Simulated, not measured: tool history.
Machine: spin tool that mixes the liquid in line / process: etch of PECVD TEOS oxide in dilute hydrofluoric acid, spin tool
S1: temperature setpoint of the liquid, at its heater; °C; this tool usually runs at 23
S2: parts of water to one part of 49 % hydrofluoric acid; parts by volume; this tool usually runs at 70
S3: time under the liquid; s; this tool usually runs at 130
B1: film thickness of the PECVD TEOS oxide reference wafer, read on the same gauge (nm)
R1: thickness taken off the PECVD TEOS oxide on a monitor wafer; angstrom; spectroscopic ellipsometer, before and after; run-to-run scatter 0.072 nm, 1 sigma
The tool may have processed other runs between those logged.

run   hour    S1  S2   S3      B1     R1
  1      0    23  60  130     110  155.2
  2  100.3    23  60  130  110.02  153.5
  3  132.5  24.5  70  160     110  168.3
  4  163.7    23  50  130  109.98  185.9
  5  184.7    23  50  130  110.01  186.9
     186.5  -- gauge calibrated
     235.8  -- thermometer replaced
  6  287.9    25  45  130  110.01  223.7
  7  301.1    25  45  130     110  224.5
  8  333.4    23  70  130  109.99    128
  9  360.8    25  45  130     110  223.9
 10  396.5  19.5  70  130  109.98  109.8
 11  421.6    23  70   65  110.03   63.7
 12  435.6    28  35  165  109.99  418.6
     441.3  -- hydrofluoric acid flow meter replaced
 13  459.3  26.5  90  200  109.99  200.3
 14  492.5  21.5  70  205  109.99  220.2
 15  516.9  27.5  70  180  109.99  246.4
 16  543.7    25  45  130  109.98  259.9
 17  587.2  19.5  45  190     110  298.5

Alternative continuations, all from the tool just after run 17; predict every row:
  A  587.7  23  70  130   ?   ?
  B  587.7  21  45  130   ?   ?
  C  587.7  26  55  180   ?   ?
  D  587.7  25  70  130   ?   ?

run   B1     R1
  A  110  145.8
  B  110  215.5
  C  110    296
  D  110  158.1
With the hidden condition removed and each run's random variation left untouched, the same runs would have given:
run     R1
  A  149.4
  B  220.6
  C  303.3
  D    162
